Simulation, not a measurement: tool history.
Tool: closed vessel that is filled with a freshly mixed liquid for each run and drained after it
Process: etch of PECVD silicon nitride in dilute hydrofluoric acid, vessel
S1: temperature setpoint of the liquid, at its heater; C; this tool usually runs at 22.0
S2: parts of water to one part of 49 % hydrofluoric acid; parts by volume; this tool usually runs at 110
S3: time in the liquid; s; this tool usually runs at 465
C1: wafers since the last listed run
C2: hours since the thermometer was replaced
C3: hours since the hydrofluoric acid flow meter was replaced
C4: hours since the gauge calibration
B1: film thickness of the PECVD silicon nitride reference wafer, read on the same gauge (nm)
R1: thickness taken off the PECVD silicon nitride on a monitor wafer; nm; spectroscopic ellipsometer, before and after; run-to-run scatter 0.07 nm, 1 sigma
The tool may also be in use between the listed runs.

{"run": 1, "hour": 0.0, "S1": 22.0, "S2": 120, "S3": 465, "C1": 0, "C2": 1837.1, "C3": 654.3, "C4": 1849.7, "B1": 119.98, "R1": 8.79}
{"hour": 8.3, "done": "thermometer replaced"}
{"run": 2, "hour": 47.8, "S1": 22.0, "S2": 110, "S3": 465, "C1": 3559, "C2": 39.5, "C3": 702.1, "C4": 1897.5, "B1": 120.0, "R1": 9.49}
{"run": 3, "hour": 90.6, "S1": 22.0, "S2": 110, "S3": 465, "C1": 3255, "C2": 82.3, "C3": 744.9, "C4": 1940.3, "B1": 120.01, "R1": 9.5}
{"run": 4, "hour": 117.4, "S1": 22.0, "S2": 110, "S3": 465, "C1": 2038, "C2": 109.1, "C3": 771.7, "C4": 1967.1, "B1": 120.01, "R1": 9.63}
{"run": 5, "hour": 163.1, "S1": 22.0, "S2": 110, "S3": 305, "C1": 3475, "C2": 154.8, "C3": 817.4, "C4": 2012.8, "B1": 119.96, "R1": 6.31}
{"hour": 168.7, "done": "gauge calibrated"}
{"run": 6, "hour": 196.8, "S1": 22.0, "S2": 110, "S3": 305, "C1": 2563, "C2": 188.5, "C3": 851.1, "C4": 28.1, "B1": 119.98, "R1": 6.22}
{"run": 7, "hour": 225.4, "S1": 22.0, "S2": 110, "S3": 305, "C1": 2175, "C2": 217.1, "C3": 879.7, "C4": 56.7, "B1": 119.97, "R1": 6.23}
{"run": 8, "hour": 260.0, "S1": 20.5, "S2": 70, "S3": 375, "C1": 2631, "C2": 251.7, "C3": 914.3, "C4": 91.3, "B1": 119.99, "R1": 10.86}
{"run": 9, "hour": 294.5, "S1": 19.5, "S2": 110, "S3": 240, "C1": 2623, "C2": 286.2, "C3": 948.8, "C4": 125.8, "B1": 120.01, "R1": 4.14}
{"run": 10, "hour": 344.6, "S1": 22.0, "S2": 110, "S3": 465, "C1": 3810, "C2": 336.3, "C3": 998.9, "C4": 175.9, "B1": 119.96, "R1": 9.55}
{"run": 11, "hour": 392.4, "S1": 26.0, "S2": 160, "S3": 465, "C1": 3635, "C2": 384.1, "C3": 1046.7, "C4": 223.7, "B1": 120.0, "R1": 8.45}
{"run": 12, "hour": 444.4, "S1": 24.0, "S2": 110, "S3": 465, "C1": 3954, "C2": 436.1, "C3": 1098.7, "C4": 275.7, "B1": 120.0, "R1": 10.81}
{"run": 13, "hour": 484.8, "S1": 17.5, "S2": 110, "S3": 185, "C1": 3072, "C2": 476.5, "C3": 1139.1, "C4": 316.1, "B1": 120.03, "R1": 2.75}
{"run": 14, "hour": 537.6, "S1": 26.5, "S2": 125, "S3": 640, "C1": 4015, "C2": 529.3, "C3": 1191.9, "C4": 368.9, "B1": 119.98, "R1": 15.48}
{"run": 15, "hour": 580.7, "S1": 20.5, "S2": 110, "S3": 300, "C1": 3278, "C2": 572.4, "C3": 1235.0, "C4": 412.0, "B1": 119.99, "R1": 5.58}
{"run": 16, "hour": 645.4, "S1": 18.0, "S2": 110, "S3": 550, "C1": 4920, "C2": 637.1, "C3": 1299.7, "C4": 476.7, "B1": 119.98, "R1": 8.51}
{"run": 17, "hour": 708.5, "S1": 20.5, "S2": 70, "S3": 375, "C1": 4799, "C2": 700.2, "C3": 1362.8, "C4": 539.8, "B1": 119.97, "R1": 10.71}
{"run": 18, "hour": 741.3, "S1": 22.0, "S2": 110, "S3": 465, "C1": 2494, "C2": 733.0, "C3": 1395.6, "C4": 572.6, "B1": 119.99, "R1": 9.55}
{"run": 19, "hour": 803.3, "S1": 22.0, "S2": 110, "S3": 730, "C1": 4715, "C2": 795.0, "C3": 1457.6, "C4": 634.6, "B1": 119.97, "R1": 14.78}
{"run": 20, "hour": 873.8, "S1": 17.5, "S2": 145, "S3": 465, "C1": 5361, "C2": 865.5, "C3": 1528.1, "C4": 705.1, "B1": 120.01, "R1": 5.3}
{"hour": 902.6, "done": "hydrofluoric acid flow meter replaced"}
{"run": 21, "hour": 936.3, "S1": 22.0, "S2": 55, "S3": 595, "C1": 4677, "C2": 928.0, "C3": 33.7, "C4": 767.6, "B1": 119.99, "R1": 24.64}
{"run": 22, "hour": 975.5, "S1": 17.0, "S2": 110, "S3": 465, "C1": 2981, "C2": 967.2, "C3": 72.9, "C4": 806.8, "B1": 120.01, "R1": 6.9}
{"run": 23, "hour": 1003.6, "S1": 24.0, "S2": 140, "S3": 385, "C1": 2137, "C2": 995.3, "C3": 101.0, "C4": 834.9, "B1": 120.04, "R1": 7.11}
{"run": 24, "hour": 1055.3, "S1": 19.0, "S2": 110, "S3": 465, "C1": 3932, "C2": 1047.0, "C3": 152.7, "C4": 886.6, "B1": 120.03, "R1": 7.82}
{"run": 25, "hour": 1124.7, "S1": 25.0, "S2": 140, "S3": 350, "C1": 5278, "C2": 1116.4, "C3": 222.1, "C4": 956.0, "B1": 120.04, "R1": 6.97}
{"run": 26, "hour": 1171.4, "S1": 22.0, "S2": 60, "S3": 465, "C1": 3551, "C2": 1163.1, "C3": 268.8, "C4": 1002.7, "B1": 119.99, "R1": 17.46}
{"run": 27, "hour": 1222.7, "S1": 22.0, "S2": 60, "S3": 290, "C1": 3901, "C2": 1214.4, "C3": 320.1, "C4": 1054.0, "B1": 119.98, "R1": 10.8}

Expected results for the next run?
{"run": 28, "hour": 1248.0, "S1": 22.0, "S2": 110, "S3": 465, "C1": 1924, "C2": 1239.7, "C3": 345.4, "C4": 1079.3, "B1": "?", "R1": "?"}

{"run 28": {"B1": 120.0, "R1": 9.64}}
If the tool had no hidden condition, the same run with the same run-to-run variation would have returned R1 9.75 nm.
